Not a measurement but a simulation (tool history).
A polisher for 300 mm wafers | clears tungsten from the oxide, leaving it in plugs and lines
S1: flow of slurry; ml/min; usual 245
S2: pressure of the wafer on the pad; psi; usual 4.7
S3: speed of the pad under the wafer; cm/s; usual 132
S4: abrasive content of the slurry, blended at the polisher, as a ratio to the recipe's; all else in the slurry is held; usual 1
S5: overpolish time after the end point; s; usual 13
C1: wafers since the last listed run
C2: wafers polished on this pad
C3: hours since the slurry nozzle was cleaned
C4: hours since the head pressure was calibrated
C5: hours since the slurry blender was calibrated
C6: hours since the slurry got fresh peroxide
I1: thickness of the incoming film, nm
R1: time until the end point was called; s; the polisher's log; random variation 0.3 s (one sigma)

run	hour	S1	S2	S3	S4	S5	C1	C2	C3	C4	C5	C6	I1	R1
1	0	245	4.7	132	1	13	0	2513	336.7	333.9	283.3	35.4	309.9	36.3
2	97	245	4.7	132	1	13	1007	3520	433.7	430.9	380.3	132.4	312.1	36.6
# hour 111.8: slurry nozzle cleaned
# hour 125.3: head pressure recalibrated
# hour 141.7: slurry blender recalibrated
3	179.3	245	4.7	132	1	13	802	4323	67.5	54	37.6	214.7	311	34.7
# hour 193: worn pad replaced by a new one
4	218.9	245	4.7	132	1	13	369	269	107.1	93.6	77.2	254.3	306.8	35.1
5	323.1	245	4.7	132	1	13	1081	1351	211.3	197.8	181.4	358.5	307.6	36.2
# hour 392: slurry tank refilled with fresh slurry and peroxide
6	396.1	245	4.7	132	1	13	747	2098	284.3	270.8	254.4	4.1	311.1	37
7	472.8	245	4.7	142	0.8	13	796	2895	361	347.5	331.1	80.8	307.4	34.6
8	541.9	245	4.7	132	1	13	717	3612	430.1	416.6	400.2	149.9	305.8	35.7
# hour 561.4: slurry blender recalibrated
# hour 566.9: head pressure recalibrated
# hour 584.4: slurry nozzle cleaned
9	595.4	245	4.7	132	1	13	503	4116	11	28.5	34	203.4	308.3	34.4
10	635.3	245	4.7	132	1	13	414	4530	50.9	68.4	73.9	243.3	305.3	34.7
# hour 651.6: worn pad replaced by a new one, of another model than before
11	685.3	215	4.7	106	1	13	477	350	100.9	118.4	123.9	293.3	310.4	38.6
12	766.8	245	4.7	132	1	8	846	1196	182.4	199.9	205.4	374.8	307.9	34.8
# hour 815.2: slurry tank refilled with fresh slurry and peroxide
13	845.8	245	4.7	132	1.2	13	809	2006	261.4	278.9	284.4	30.6	311.6	34.9
14	916.7	245	4.7	132	1	13	736	2742	332.3	349.8	355.3	101.5	313.8	36.1
15	1000.6	325	4.7	88	1	13	871	3613	416.2	433.7	439.2	185.4	310.7	41.7
# hour 1009: slurry blender recalibrated
# hour 1012.5: head pressure recalibrated
# hour 1081.6: slurry nozzle cleaned
16	1091	270	4.7	132	0.9	7	886	4500	9.4	78.5	82	275.8	309.1	34.6
# hour 1126.9: worn pad replaced by a new one
17	1162.7	245	3.8	132	0.9	17	702	371	81.1	150.2	153.7	347.5	314.2	40.4
18	1204.7	245	3.2	150	1	13	436	807	123.1	192.2	195.7	389.5	310.9	40.2
# hour 1214.6: slurry tank refilled with fresh slurry and peroxide
# hour 1388.1: slurry blender recalibrated
# hour 1407.5: head pressure recalibrated
19	1470.2	245	5.2	132	1	13	2704	3512	388.6	62.7	82.1	255.6	307.3	33.4
# hour 1488.9: slurry nozzle cleaned
# hour 1528.7: worn pad replaced by a new one
20	1548.1	245	4.7	110	1.2	13	756	201	59.2	140.6	160	333.5	310.4	36.5
21	1594.6	245	4.7	132	1	10	482	684	105.7	187.1	206.5	380	306.4	34.4
# hour 1630.6: slurry tank refilled with fresh slurry and peroxide
22	1689.3	225	4.7	100	1	13	972	1657	200.4	281.8	301.2	58.7	308.5	39.2
23	1769.7	245	4.7	132	1	13	834	2491	280.8	362.2	381.6	139.1	313.8	36.8
# hour 1834.1: head pressure recalibrated
24	1835.5	175	4.7	132	1	7	662	3154	346.6	1.4	447.4	204.9	310	37.4
# hour 1869.9: slurry blender recalibrated
# hour 1881.2: slurry nozzle cleaned
# hour 1914.6: worn pad replaced by a new one
25	1931.9	245	4.7	132	1.1	13	928	179	50.7	97.8	62	301.3	311.9	34.4
26	2029.6	245	4.7	176	1	13	1014	1193	148.4	195.5	159.7	399	307.7	30.4

Measured less the same run without the tool's hidden state. The same run-to-run variation is in both; the gauge's scatter may not be:
The hidden state here: removal rate lost through wear of the pad, %; slurry flow missing at the pad, %; deviation of the head's pressure from its setpoint, %; abrasive missing from the slurry, %; peroxide lost from the slurry, %.
run	R1
1	+2.1
2	+2.4
3	+0.8
4	+1.1
5	+1.8
6	+2.1
7	+2.2
8	+2.4
9	+0.3
10	+0.7
11	+1
12	+1.2
13	+1.4
14	+1.5
15	+1.6
16	+0.1
17	+0.8
18	+1
19	+1.4
20	+0.6
21	+0.8
22	+1.5
23	+1.5
24	+2
25	+0.6
26	+1
